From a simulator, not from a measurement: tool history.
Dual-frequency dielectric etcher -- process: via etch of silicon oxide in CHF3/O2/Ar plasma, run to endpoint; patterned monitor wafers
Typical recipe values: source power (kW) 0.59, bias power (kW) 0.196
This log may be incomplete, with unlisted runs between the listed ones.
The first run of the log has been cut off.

run    hour  source power (kW)  bias power (kW)  wafers since the last listed run  hours since the last wet clean  hours since the last source power generator calibration  hours since the last bias power generator calibration  hours since the last upper electrode change  incoming incoming film thickness, nm  endpoint time (s)
  2    25.4               0.59            0.196                               111                            27.6                                                   3028.5                                                  630.9                                       3049.5                                 585.3              310.5
  3    88.6               0.59            0.196                               278                            90.8                                                   3091.7                                                  694.1                                       3112.7                                 585.3              311.4
  4   131.9               0.59            0.196                               190                           134.1                                                     3135                                                  737.4                                         3156                                 584.2              310.6
  5     177               0.53            0.196                               198                           179.2                                                   3180.1                                                  782.5                                       3201.1                                 583.2              323.8
  6   219.2               0.59            0.196                               185                           221.4                                                   3222.3                                                  824.7                                       3243.3                                   586              311.2
  7   352.5               0.59            0.196                               587                           354.7                                                   3355.6                                                    958                                       3376.6                                 589.4              312.4
  8   412.5               0.59            0.196                               264                           414.7                                                   3415.6                                                   1018                                       3436.6                                 588.9              310.9
      458.7  -- wet clean of the chamber
  9   463.1               0.65            0.196                               117                             4.4                                                   3466.2                                                 1068.6                                       3487.2                                 580.2              296.2
 10   493.6               0.65            0.196                               134                            34.9                                                   3496.7                                                 1099.1                                       3517.7                                 587.2              301.2
 11   530.2               0.59            0.179                               161                            71.5                                                   3533.3                                                 1135.7                                       3554.3                                 593.5              321.7
 12   567.7               0.59            0.179                               165                             109                                                   3570.8                                                 1173.2                                       3591.8                                 590.7              319.9
        634  -- source power generator calibrated
 13   711.1               0.59            0.179                               614                           252.4                                                     77.1                                                 1316.6                                       3735.2                                 586.8              314.6
 14   753.7               0.67            0.164                               187                             295                                                    119.7                                                 1359.2                                       3777.8                                 587.3              307.5
 15   816.7               0.59            0.196                               277                             358                                                    182.7                                                 1422.2                                       3840.8                                 594.1              310.2
 16   863.6               0.59            0.196                               206                           404.9                                                    229.6                                                 1469.1                                       3887.7                                 588.1              306.6
      923.2  -- wet clean of the chamber
 17   927.3               0.55            0.184                               174                             4.1                                                    293.3                                                 1532.8                                       3951.4                                 584.4              318.3
 18   981.6               0.47            0.244                               239                            58.4                                                    347.6                                                 1587.1                                       4005.7                                   580              309.7
     1039.8  -- bias power generator calibrated
 19  1040.3               0.66            0.182                               241                           117.1                                                    406.3                                                    0.5                                       4064.4                                 587.5              303.9
 20  1081.7               0.59            0.222                               182                           158.5                                                    447.7                                                   41.9                                       4105.8                                 590.3              301.8

Forecast run 21:
 21  1119.6               0.65            0.155                               166                           196.4                                                    485.6                                                   79.8                                       4143.7                                 585.5                  ?

endpoint time (s): 317.8
The same run, on a tool lacking any hidden state, would have yielded endpoint time (s) 316.8.
